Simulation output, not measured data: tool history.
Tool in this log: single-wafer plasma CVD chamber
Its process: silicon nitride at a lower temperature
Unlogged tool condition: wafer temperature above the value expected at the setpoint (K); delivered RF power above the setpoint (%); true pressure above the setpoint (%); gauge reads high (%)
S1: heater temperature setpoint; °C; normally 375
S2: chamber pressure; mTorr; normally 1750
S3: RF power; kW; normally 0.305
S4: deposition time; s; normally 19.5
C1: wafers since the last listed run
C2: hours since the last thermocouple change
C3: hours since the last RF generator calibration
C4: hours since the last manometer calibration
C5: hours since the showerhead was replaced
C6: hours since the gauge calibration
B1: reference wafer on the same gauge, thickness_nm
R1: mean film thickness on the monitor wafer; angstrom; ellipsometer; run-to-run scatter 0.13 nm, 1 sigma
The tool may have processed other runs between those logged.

{"run": 1, "hour": 0.0, "S1": 375, "S2": 1750, "S3": 0.26, "S4": 17.1, "C1": 0, "C2": 909.7, "C3": 1149.7, "C4": 892.1, "C5": 2713.6, "C6": 123.6, "B1": 27.805, "R1": 190.22}
{"run": 2, "hour": 14.8, "S1": 375, "S2": 1750, "S3": 0.26, "S4": 17.1, "C1": 507, "C2": 924.5, "C3": 1164.5, "C4": 906.9, "C5": 2728.4, "C6": 138.4, "B1": 27.776, "R1": 188.72}
{"run": 3, "hour": 48.7, "S1": 375, "S2": 1530, "S3": 0.305, "S4": 19.5, "C1": 1162, "C2": 958.4, "C3": 1198.4, "C4": 940.8, "C5": 2762.3, "C6": 172.3, "B1": 27.798, "R1": 239.71}
{"run": 4, "hour": 69.6, "S1": 375, "S2": 1530, "S3": 0.305, "S4": 19.5, "C1": 716, "C2": 979.3, "C3": 1219.3, "C4": 961.7, "C5": 2783.2, "C6": 193.2, "B1": 27.823, "R1": 238.82}
{"run": 5, "hour": 105.3, "S1": 371, "S2": 1750, "S3": 0.305, "S4": 19.5, "C1": 1224, "C2": 1015, "C3": 1255, "C4": 997.4, "C5": 2818.9, "C6": 228.9, "B1": 27.786, "R1": 245.95}
{"run": 6, "hour": 127.1, "S1": 371, "S2": 1750, "S3": 0.305, "S4": 19.5, "C1": 747, "C2": 1036.8, "C3": 1276.8, "C4": 1019.2, "C5": 2840.7, "C6": 250.7, "B1": 27.795, "R1": 246.06}
{"run": 7, "hour": 160.0, "S1": 375, "S2": 1750, "S3": 0.305, "S4": 19.5, "C1": 1128, "C2": 1069.7, "C3": 1309.7, "C4": 1052.1, "C5": 2873.6, "C6": 283.6, "B1": 27.803, "R1": 245.37}
{"hour": 168.9, "done": "showerhead replaced"}
{"run": 8, "hour": 187.1, "S1": 375, "S2": 1750, "S3": 0.305, "S4": 19.5, "C1": 655, "C2": 1096.8, "C3": 1336.8, "C4": 1079.2, "C5": 18.2, "C6": 310.7, "B1": 27.777, "R1": 242.23}
{"hour": 210.7, "done": "thermocouple changed; heater temperature recalibrated"}
{"run": 9, "hour": 211.2, "S1": 375, "S2": 1750, "S3": 0.305, "S4": 19.5, "C1": 552, "C2": 0.5, "C3": 1360.9, "C4": 1103.3, "C5": 42.3, "C6": 334.8, "B1": 27.828, "R1": 244.06}
{"run": 10, "hour": 228.7, "S1": 375, "S2": 1750, "S3": 0.305, "S4": 19.5, "C1": 600, "C2": 18, "C3": 1378.4, "C4": 1120.8, "C5": 59.8, "C6": 352.3, "B1": 27.798, "R1": 242.65}
{"run": 11, "hour": 248.2, "S1": 375, "S2": 1750, "S3": 0.305, "S4": 22.1, "C1": 668, "C2": 37.5, "C3": 1397.9, "C4": 1140.3, "C5": 79.3, "C6": 371.8, "B1": 27.756, "R1": 275.17}
{"run": 12, "hour": 275.4, "S1": 360, "S2": 1750, "S3": 0.305, "S4": 19.5, "C1": 933, "C2": 64.7, "C3": 1425.1, "C4": 1167.5, "C5": 106.5, "C6": 399, "B1": 27.849, "R1": 245.06}
{"run": 13, "hour": 289.8, "S1": 375, "S2": 1750, "S3": 0.305, "S4": 18.1, "C1": 493, "C2": 79.1, "C3": 1439.5, "C4": 1181.9, "C5": 120.9, "C6": 413.4, "B1": 27.833, "R1": 223.6}
{"run": 14, "hour": 310.4, "S1": 381, "S2": 1540, "S3": 0.365, "S4": 20.7, "C1": 706, "C2": 99.7, "C3": 1460.1, "C4": 1202.5, "C5": 141.5, "C6": 434, "B1": 27.778, "R1": 283.88}
{"run": 15, "hour": 325.2, "S1": 361, "S2": 1440, "S3": 0.305, "S4": 22.8, "C1": 507, "C2": 114.5, "C3": 1474.9, "C4": 1217.3, "C5": 156.3, "C6": 448.8, "B1": 27.784, "R1": 273.65}

What does the tool deliver on the next run?
{"run": 16, "hour": 338.8, "S1": 361, "S2": 2150, "S3": 0.305, "S4": 17.1, "C1": 466, "C2": 128.1, "C3": 1488.5, "C4": 1230.9, "C5": 169.9, "C6": 462.4, "B1": "?", "R1": "?"}

{"run 16": {"B1": 27.8, "R1": 222.56}}
Were there no unlogged condition in the tool, this run, its random variation unchanged, would have produced R1 236.21 angstrom.

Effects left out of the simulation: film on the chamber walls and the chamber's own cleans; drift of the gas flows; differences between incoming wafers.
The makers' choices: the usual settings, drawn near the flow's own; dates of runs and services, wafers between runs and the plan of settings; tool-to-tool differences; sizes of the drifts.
